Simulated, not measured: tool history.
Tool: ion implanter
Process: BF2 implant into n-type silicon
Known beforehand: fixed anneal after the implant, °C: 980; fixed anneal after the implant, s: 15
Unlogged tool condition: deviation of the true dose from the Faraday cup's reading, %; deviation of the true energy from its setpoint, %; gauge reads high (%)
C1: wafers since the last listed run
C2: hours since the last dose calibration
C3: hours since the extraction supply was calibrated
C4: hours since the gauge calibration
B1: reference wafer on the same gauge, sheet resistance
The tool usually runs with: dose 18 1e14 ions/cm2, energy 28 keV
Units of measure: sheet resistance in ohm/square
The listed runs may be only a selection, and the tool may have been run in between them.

run 1 hour=0 | dose=18 energy=28 | C1=0 C2=1357.3 C3=2951.3 C4=204.9 | B1=203.93 | sheet_resistance=180.57
run 2 hour=35.4 | dose=18 energy=28 | C1=638 C2=1392.7 C3=2986.7 C4=240.3 | B1=204.11 | sheet_resistance=180.15
run 3 hour=61.9 | dose=18 energy=28 | C1=478 C2=1419.2 C3=3013.2 C4=266.8 | B1=204.13 | sheet_resistance=180.66
run 4 hour=152.5 | dose=18 energy=32 | C1=1634 C2=1509.8 C3=3103.8 C4=357.4 | B1=204.63 | sheet_resistance=167.47
run 5 hour=185.8 | dose=18 energy=32 | C1=600 C2=1543.1 C3=3137.1 C4=390.7 | B1=204.73 | sheet_resistance=167.27
run 6 hour=209.2 | dose=18 energy=32 | C1=422 C2=1566.5 C3=3160.5 C4=414.1 | B1=204.91 | sheet_resistance=167.59
-- hour=220.2 Faraday cup replaced and dose calibrated
run 7 hour=233.1 | dose=18 energy=28 | C1=286 C2=12.9 C3=3184.4 C4=438 | B1=204.87 | sheet_resistance=181.61
run 8 hour=255.7 | dose=15.7 energy=28 | C1=407 C2=35.5 C3=3207 C4=460.6 | B1=205.04 | sheet_resistance=183.95
run 9 hour=287.3 | dose=15.7 energy=28 | C1=570 C2=67.1 C3=3238.6 C4=492.2 | B1=205.13 | sheet_resistance=184.62
run 10 hour=305.1 | dose=15.7 energy=28 | C1=321 C2=84.9 C3=3256.4 C4=510 | B1=205.24 | sheet_resistance=184.86
-- hour=331.1 extraction supply calibrated
run 11 hour=402.6 | dose=14.06 energy=23.5 | C1=1614 C2=182.4 C3=71.5 C4=607.5 | B1=205.62 | sheet_resistance=207.19
run 12 hour=415.6 | dose=18 energy=36.5 | C1=234 C2=195.4 C3=84.5 C4=620.5 | B1=205.59 | sheet_resistance=156.21
run 13 hour=433.5 | dose=18 energy=23 | C1=322 C2=213.3 C3=102.4 C4=638.4 | B1=205.77 | sheet_resistance=202.75
-- hour=446.1 gauge calibrated
run 14 hour=447.4 | dose=18 energy=28 | C1=250 C2=227.2 C3=116.3 C4=1.3 | B1=203.04 | sheet_resistance=179.18
run 15 hour=473.7 | dose=18 energy=24.5 | C1=474 C2=253.5 C3=142.6 C4=27.6 | B1=203.16 | sheet_resistance=193.06
run 16 hour=486.9 | dose=18 energy=28 | C1=238 C2=266.7 C3=155.8 C4=40.8 | B1=203.15 | sheet_resistance=179.31
run 17 hour=516.6 | dose=18 energy=21.5 | C1=535 C2=296.4 C3=185.5 C4=70.5 | B1=203.26 | sheet_resistance=208.25
run 18 hour=536.3 | dose=18 energy=28 | C1=355 C2=316.1 C3=205.2 C4=90.2 | B1=203.35 | sheet_resistance=179.2
run 19 hour=570.3 | dose=18 energy=36 | C1=613 C2=350.1 C3=239.2 C4=124.2 | B1=203.51 | sheet_resistance=155.59
run 20 hour=582.6 | dose=20.05 energy=22 | C1=221 C2=362.4 C3=251.5 C4=136.5 | B1=203.52 | sheet_resistance=203.61
run 21 hour=598.4 | dose=21.04 energy=25 | C1=285 C2=378.2 C3=267.3 C4=152.3 | B1=203.66 | sheet_resistance=188.62
run 22 hour=627.5 | dose=22.44 energy=28 | C1=524 C2=407.3 C3=296.4 C4=181.4 | B1=203.73 | sheet_resistance=175.1

State the hidden condition of the tool at each of the runs:
deviation of the true dose from the Faraday cup's reading, %: 0 at every run
deviation of the true energy from its setpoint, %: 0 at every run
H1: gauge reads high (%)
run=1 H1=0.482
run=2 H1=0.554
run=3 H1=0.608
run=4 H1=0.793
run=5 H1=0.861
run=6 H1=0.908
run=7 H1=0.957
run=8 H1=1
run=9 H1=1.07
run=10 H1=1.1
run=11 H1=1.3
run=12 H1=1.33
run=13 H1=1.37
run=14 H1=-0.0034
run=15 H1=0.0502
run=16 H1=0.0771
run=17 H1=0.138
run=18 H1=0.178
run=19 H1=0.247
run=20 H1=0.272
run=21 H1=0.305
run=22 H1=0.364
